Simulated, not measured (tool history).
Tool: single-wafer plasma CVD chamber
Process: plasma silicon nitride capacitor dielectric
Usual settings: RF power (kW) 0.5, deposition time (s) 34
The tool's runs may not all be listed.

run   hour  RF power (kW)  deposition time (s)  read-back reference wafer on the same gauge, thickness_nm  mean film thickness on the monitor wafer (nm)
  1      0            0.5                 31.9                                                     44.392                                         47.723
  2    9.9            0.5                   34                                                     44.413                                         50.906
  3   27.9            0.5                   34                                                     44.387                                         50.918
  4   41.4            0.5                   34                                                     44.406                                         50.787
  5   55.8          0.545                 29.7                                                     44.422                                          45.44
  6   63.7          0.535                   34                                                     44.396                                          51.71
  7     70          0.535                   34                                                     44.403                                         51.669
  8   81.8           0.57                 38.9                                                     44.392                                         60.266
  9   97.3            0.5                   34                                                     44.388                                         50.838
 10  133.6            0.5                   34                                                     44.403                                         50.809
 11  150.9            0.5                   34                                                     44.417                                          50.85
     161.6  -- RF generator calibrated
 12  167.9            0.5                   34                                                      44.38                                          50.82
 13  176.9            0.5                   34                                                     44.414                                         50.804
 14  187.3          0.555                 36.2                                                     44.401                                         55.706
 15  195.6           0.58                   34                                                     44.407                                         53.008
     205.5  -- showerhead replaced
 16  210.8            0.5                 27.5                                                     44.388                                         41.157
 17    217           0.44                 31.3                                                     44.416                                         45.261
     218.6  -- gauge calibrated
 18  228.4          0.555                 36.2                                                     44.394                                         55.748
 19  239.6          0.475                 37.7                                                     44.426                                         55.523
 20  249.3           0.54                   34                                                     44.394                                         51.941
 21  259.3          0.565                   34                                                      44.44                                         52.592
 22  272.7           0.55                 29.3                                                       44.4                                         44.839
 23  285.8            0.5                   34                                                     44.384                                         50.816
 24    302            0.4                 30.9                                                     44.405                                         43.515
 25  308.2          0.545                 37.6                                                     44.408                                         57.704
 26  315.6            0.5                   34                                                     44.399                                         50.777

Forecast each of these 3 alternatives for the next run:
  A   316            0.5                 27.4                                                          ?                                              ?
  B   316          0.555                 31.7                                                          ?                                              ?
  C   316          0.465                 38.5                                                          ?                                              ?

run  read-back reference wafer on the same gauge, thickness_nm  mean film thickness on the monitor wafer (nm)
  A                                                     44.388                                         40.966
  B                                                     44.388                                         48.783
  C                                                     44.388                                         56.425
Without the tool's hidden state the same runs would have given:
run  mean film thickness on the monitor wafer (nm)
  A                                         40.966
  B                                         48.783
  C                                         56.425
